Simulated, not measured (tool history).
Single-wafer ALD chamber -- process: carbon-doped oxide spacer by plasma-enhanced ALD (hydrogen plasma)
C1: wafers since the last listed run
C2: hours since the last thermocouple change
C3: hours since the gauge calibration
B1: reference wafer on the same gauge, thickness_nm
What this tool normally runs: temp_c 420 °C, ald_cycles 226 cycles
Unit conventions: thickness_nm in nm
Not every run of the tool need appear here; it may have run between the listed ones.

run 1 hour=0.0 | temp_c=420 ald_cycles=226 | C1=0 C2=2361.2 C3=235.8 | B1=9.797 | thickness_nm=11.868
run 2 hour=48.3 | temp_c=420 ald_cycles=226 | C1=91 C2=2409.5 C3=284.1 | B1=9.788 | thickness_nm=11.891
run 3 hour=111.3 | temp_c=420 ald_cycles=226 | C1=119 C2=2472.5 C3=347.1 | B1=9.806 | thickness_nm=11.881
run 4 hour=143.1 | temp_c=420 ald_cycles=226 | C1=60 C2=2504.3 C3=378.9 | B1=9.798 | thickness_nm=11.925
run 5 hour=212.7 | temp_c=420 ald_cycles=226 | C1=131 C2=2573.9 C3=448.5 | B1=9.793 | thickness_nm=11.929
run 6 hour=237.3 | temp_c=420 ald_cycles=226 | C1=46 C2=2598.5 C3=473.1 | B1=9.811 | thickness_nm=11.937
run 7 hour=270.9 | temp_c=420 ald_cycles=197 | C1=63 C2=2632.1 C3=506.7 | B1=9.802 | thickness_nm=10.377
run 8 hour=322.3 | temp_c=407 ald_cycles=251 | C1=97 C2=2683.5 C3=558.1 | B1=9.791 | thickness_nm=13.753
run 9 hour=372.5 | temp_c=406 ald_cycles=203 | C1=95 C2=2733.7 C3=608.3 | B1=9.805 | thickness_nm=11.133
-- hour=403.3 thermocouple changed; heater temperature recalibrated
-- hour=405.9 gauge calibrated
run 10 hour=424.1 | temp_c=420 ald_cycles=226 | C1=82 C2=20.8 C3=18.2 | B1=9.813 | thickness_nm=11.902
run 11 hour=481.1 | temp_c=410 ald_cycles=198 | C1=107 C2=77.8 C3=75.2 | B1=9.795 | thickness_nm=10.700
run 12 hour=531.8 | temp_c=420 ald_cycles=264 | C1=95 C2=128.5 C3=125.9 | B1=9.789 | thickness_nm=13.898
run 13 hour=602.3 | temp_c=407 ald_cycles=199 | C1=133 C2=199.0 C3=196.4 | B1=9.807 | thickness_nm=10.871
run 14 hour=626.5 | temp_c=420 ald_cycles=226 | C1=45 C2=223.2 C3=220.6 | B1=9.794 | thickness_nm=11.910

Hidden condition of the tool, last listed run before each entry between runs versus first listed run after:
From run 9 to run 10: thermocouple changed; heater temperature recalibrated (hour 403.3); gauge calibrated (hour 405.9)
  both runs share identical hidden conditions
